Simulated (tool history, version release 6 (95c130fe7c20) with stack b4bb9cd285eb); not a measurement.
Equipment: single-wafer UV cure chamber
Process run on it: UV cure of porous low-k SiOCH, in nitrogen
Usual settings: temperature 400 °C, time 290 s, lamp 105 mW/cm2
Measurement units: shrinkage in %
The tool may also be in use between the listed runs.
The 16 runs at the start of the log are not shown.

| run | hour | temperature | time | lamp | shrinkage |
|---|---|---|---|---|---|
| 17 | 289.9 | 393 | 175 | 90 | 8.986 |
| 18 | 304.8 | 400 | 190 | 119 | 10.594 |
| 19 | 317.4 | 390 | 290 | 105 | 11.928 |
|  | 336.4 | quartz window cleaned |
| 20 | 336.9 | 392 | 290 | 105 | 12.581 |
| 21 | 341.4 | 405 | 425 | 117 | 15.097 |
| 22 | 348.1 | 400 | 290 | 105 | 12.957 |
| 23 | 356.0 | 414 | 370 | 124 | 14.920 |
| 24 | 364.8 | 400 | 290 | 105 | 12.824 |
| 25 | 381.6 | 405 | 425 | 117 | 15.196 |
| 26 | 399.4 | 400 | 290 | 105 | 12.523 |
| 27 | 412.4 | 407 | 175 | 105 | 10.740 |
| 28 | 428.1 | 414 | 455 | 105 | 15.137 |
| 29 | 435.9 | 400 | 290 | 105 | 12.764 |
| 30 | 445.4 | 400 | 290 | 71 | 11.028 |
| 31 | 462.8 | 400 | 170 | 139 | 11.355 |
| 32 | 475.1 | 400 | 195 | 105 | 10.959 |
| 33 | 484.7 | 393 | 390 | 77 | 12.500 |

Each row is a separate what-if for the run after 33, all from the same tool condition, not one after another. Results?
| A | 485.2 | 400 | 290 | 90 | ? |
| B | 485.2 | 407 | 290 | 81 | ? |
| C | 485.2 | 415 | 290 | 105 | ? |
| D | 485.2 | 400 | 365 | 133 | ? |

| run | shrinkage |
|---|---|
| A | 11.873 |
| B | 11.516 |
| C | 12.842 |
| D | 14.778 |
Take away the tool's hidden state, keep each run's random variation, and the runs would have read:
| run | shrinkage |
|---|---|
| A | 12.140 |
| B | 11.781 |
| C | 13.115 |
| D | 15.058 |
